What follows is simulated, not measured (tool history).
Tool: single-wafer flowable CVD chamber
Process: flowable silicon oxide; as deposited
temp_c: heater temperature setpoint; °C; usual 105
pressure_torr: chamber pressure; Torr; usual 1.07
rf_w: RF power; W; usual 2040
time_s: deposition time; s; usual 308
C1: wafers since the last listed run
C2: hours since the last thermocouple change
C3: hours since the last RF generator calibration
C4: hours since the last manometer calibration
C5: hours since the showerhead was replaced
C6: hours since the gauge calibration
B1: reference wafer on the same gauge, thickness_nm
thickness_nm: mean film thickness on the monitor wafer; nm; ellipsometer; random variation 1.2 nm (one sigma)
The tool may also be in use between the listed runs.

run 1 hour=0.0 | temp_c=105 pressure_torr=1.07 rf_w=2040 time_s=336 | C1=0 C2=494.0 C3=1157.8 C4=4.4 C5=1803.4 C6=1712.5 | B1=169.026 | thickness_nm=224.687
-- hour=69.8 RF generator calibrated
run 2 hour=193.5 | temp_c=105 pressure_torr=1.07 rf_w=2040 time_s=308 | C1=919 C2=687.5 C3=123.7 C4=197.9 C5=1996.9 C6=1906.0 | B1=168.698 | thickness_nm=209.438
run 3 hour=277.9 | temp_c=105 pressure_torr=1.07 rf_w=2040 time_s=308 | C1=418 C2=771.9 C3=208.1 C4=282.3 C5=2081.3 C6=1990.4 | B1=168.890 | thickness_nm=211.804
run 4 hour=347.0 | temp_c=102 pressure_torr=1.07 rf_w=2040 time_s=347 | C1=342 C2=841.0 C3=277.2 C4=351.4 C5=2150.4 C6=2059.5 | B1=169.178 | thickness_nm=264.430
run 5 hour=391.5 | temp_c=102 pressure_torr=1.07 rf_w=2040 time_s=347 | C1=220 C2=885.5 C3=321.7 C4=395.9 C5=2194.9 C6=2104.0 | B1=169.182 | thickness_nm=263.742
run 6 hour=484.5 | temp_c=102 pressure_torr=1.07 rf_w=2040 time_s=347 | C1=460 C2=978.5 C3=414.7 C4=488.9 C5=2287.9 C6=2197.0 | B1=169.317 | thickness_nm=263.727
run 7 hour=574.8 | temp_c=105 pressure_torr=1.07 rf_w=2040 time_s=308 | C1=447 C2=1068.8 C3=505.0 C4=579.2 C5=2378.2 C6=2287.3 | B1=168.879 | thickness_nm=211.177
-- hour=766.8 thermocouple changed; heater temperature recalibrated
run 8 hour=882.4 | temp_c=105 pressure_torr=1.07 rf_w=2040 time_s=352 | C1=1484 C2=115.6 C3=812.6 C4=886.8 C5=2685.8 C6=2594.9 | B1=168.984 | thickness_nm=236.883
run 9 hour=936.4 | temp_c=105 pressure_torr=1.07 rf_w=2040 time_s=352 | C1=267 C2=169.6 C3=866.6 C4=940.8 C5=2739.8 C6=2648.9 | B1=169.123 | thickness_nm=236.231
run 10 hour=991.8 | temp_c=105 pressure_torr=1.07 rf_w=2040 time_s=308 | C1=274 C2=225.0 C3=922.0 C4=996.2 C5=2795.2 C6=2704.3 | B1=168.945 | thickness_nm=205.901
run 11 hour=1057.2 | temp_c=105 pressure_torr=1.07 rf_w=2040 time_s=324 | C1=324 C2=290.4 C3=987.4 C4=1061.6 C5=2860.6 C6=2769.7 | B1=169.165 | thickness_nm=214.580
run 12 hour=1103.4 | temp_c=105 pressure_torr=1.07 rf_w=2040 time_s=324 | C1=228 C2=336.6 C3=1033.6 C4=1107.8 C5=2906.8 C6=2815.9 | B1=168.886 | thickness_nm=215.845
-- hour=1114.0 gauge calibrated
run 13 hour=1205.4 | temp_c=95 pressure_torr=0.93 rf_w=1700 time_s=266 | C1=505 C2=438.6 C3=1135.6 C4=1209.8 C5=3008.8 C6=91.4 | B1=169.124 | thickness_nm=204.959
run 14 hour=1310.9 | temp_c=113 pressure_torr=1.07 rf_w=2040 time_s=252 | C1=522 C2=544.1 C3=1241.1 C4=1315.3 C5=3114.3 C6=196.9 | B1=168.987 | thickness_nm=124.578
-- hour=1353.9 RF generator calibrated
-- hour=1368.0 capacitance manometer re-zeroed and calibrated
run 15 hour=1395.8 | temp_c=105 pressure_torr=1.07 rf_w=2040 time_s=308 | C1=341 C2=629.0 C3=41.9 C4=27.8 C5=3199.2 C6=281.8 | B1=169.063 | thickness_nm=210.387
run 16 hour=1467.1 | temp_c=105 pressure_torr=1.07 rf_w=2040 time_s=308 | C1=353 C2=700.3 C3=113.2 C4=99.1 C5=3270.5 C6=353.1 | B1=169.060 | thickness_nm=211.240
-- hour=1569.0 showerhead replaced
run 17 hour=1569.5 | temp_c=105 pressure_torr=1.07 rf_w=2040 time_s=308 | C1=467 C2=802.7 C3=215.6 C4=201.5 C5=0.5 C6=455.5 | B1=168.718 | thickness_nm=211.349
run 18 hour=1617.8 | temp_c=98 pressure_torr=1.24 rf_w=1700 time_s=281 | C1=239 C2=851.0 C3=263.9 C4=249.8 C5=48.8 C6=503.8 | B1=169.039 | thickness_nm=268.235
run 19 hour=1698.2 | temp_c=105 pressure_torr=1.07 rf_w=2040 time_s=268 | C1=398 C2=931.4 C3=344.3 C4=330.2 C5=129.2 C6=584.2 | B1=169.137 | thickness_nm=181.755
run 20 hour=1948.3 | temp_c=105 pressure_torr=1.26 rf_w=2040 time_s=308 | C1=1239 C2=1181.5 C3=594.4 C4=580.3 C5=379.3 C6=834.3 | B1=168.743 | thickness_nm=246.392
-- hour=1996.9 thermocouple changed; heater temperature recalibrated
run 21 hour=2010.5 | temp_c=105 pressure_torr=0.89 rf_w=2040 time_s=308 | C1=268 C2=13.6 C3=656.6 C4=642.5 C5=441.5 C6=896.5 | B1=168.658 | thickness_nm=172.026
run 22 hour=2105.7 | temp_c=105 pressure_torr=1.31 rf_w=2040 time_s=308 | C1=471 C2=108.8 C3=751.8 C4=737.7 C5=536.7 C6=991.7 | B1=168.879 | thickness_nm=255.632
run 23 hour=2200.7 | temp_c=105 pressure_torr=0.81 rf_w=2040 time_s=363 | C1=470 C2=203.8 C3=846.8 C4=832.7 C5=631.7 C6=1086.7 | B1=169.154 | thickness_nm=181.774
run 24 hour=2279.2 | temp_c=116 pressure_torr=0.80 rf_w=2300 time_s=268 | C1=388 C2=282.3 C3=925.3 C4=911.2 C5=710.2 C6=1165.2 | B1=168.799 | thickness_nm=92.749
run 25 hour=2339.9 | temp_c=109 pressure_torr=0.81 rf_w=2040 time_s=354 | C1=300 C2=343.0 C3=986.0 C4=971.9 C5=770.9 C6=1225.9 | B1=168.458 | thickness_nm=151.944
run 26 hour=2414.6 | temp_c=100 pressure_torr=1.07 rf_w=2040 time_s=346 | C1=370 C2=417.7 C3=1060.7 C4=1046.6 C5=845.6 C6=1300.6 | B1=168.941 | thickness_nm=283.470
run 27 hour=2453.7 | temp_c=100 pressure_torr=1.07 rf_w=2040 time_s=346 | C1=193 C2=456.8 C3=1099.8 C4=1085.7 C5=884.7 C6=1339.7 | B1=169.094 | thickness_nm=283.908
run 28 hour=2513.3 | temp_c=97 pressure_torr=1.07 rf_w=2040 time_s=308 | C1=295 C2=516.4 C3=1159.4 C4=1145.3 C5=944.3 C6=1399.3 | B1=168.970 | thickness_nm=281.092
-- hour=2543.9 RF generator calibrated
run 29 hour=2589.4 | temp_c=100 pressure_torr=1.07 rf_w=1910 time_s=308 | C1=337 C2=592.5 C3=45.5 C4=1221.4 C5=1020.4 C6=1475.4 | B1=169.138 | thickness_nm=250.525

Forecast each of these 3 alternatives for the next run:
run A hour=2589.9 | temp_c=105 pressure_torr=1.07 rf_w=2040 time_s=262 | C1=2 C2=593.0 C3=46.0 C4=1221.9 C5=1020.9 C6=1475.9 | B1=? | thickness_nm=?
run B hour=2589.9 | temp_c=117 pressure_torr=1.07 rf_w=2340 time_s=255 | C1=2 C2=593.0 C3=46.0 C4=1221.9 C5=1020.9 C6=1475.9 | B1=? | thickness_nm=?
run C hour=2589.9 | temp_c=96 pressure_torr=1.07 rf_w=2040 time_s=308 | C1=2 C2=593.0 C3=46.0 C4=1221.9 C5=1020.9 C6=1475.9 | B1=? | thickness_nm=?

run=A B1=169.020 thickness_nm=177.549
run=B B1=169.020 thickness_nm=115.667
run=C B1=169.020 thickness_nm=293.526
Without the tool's hidden state the same runs would have given:
run=A thickness_nm=177.624
run=B thickness_nm=115.705
run=C thickness_nm=293.650
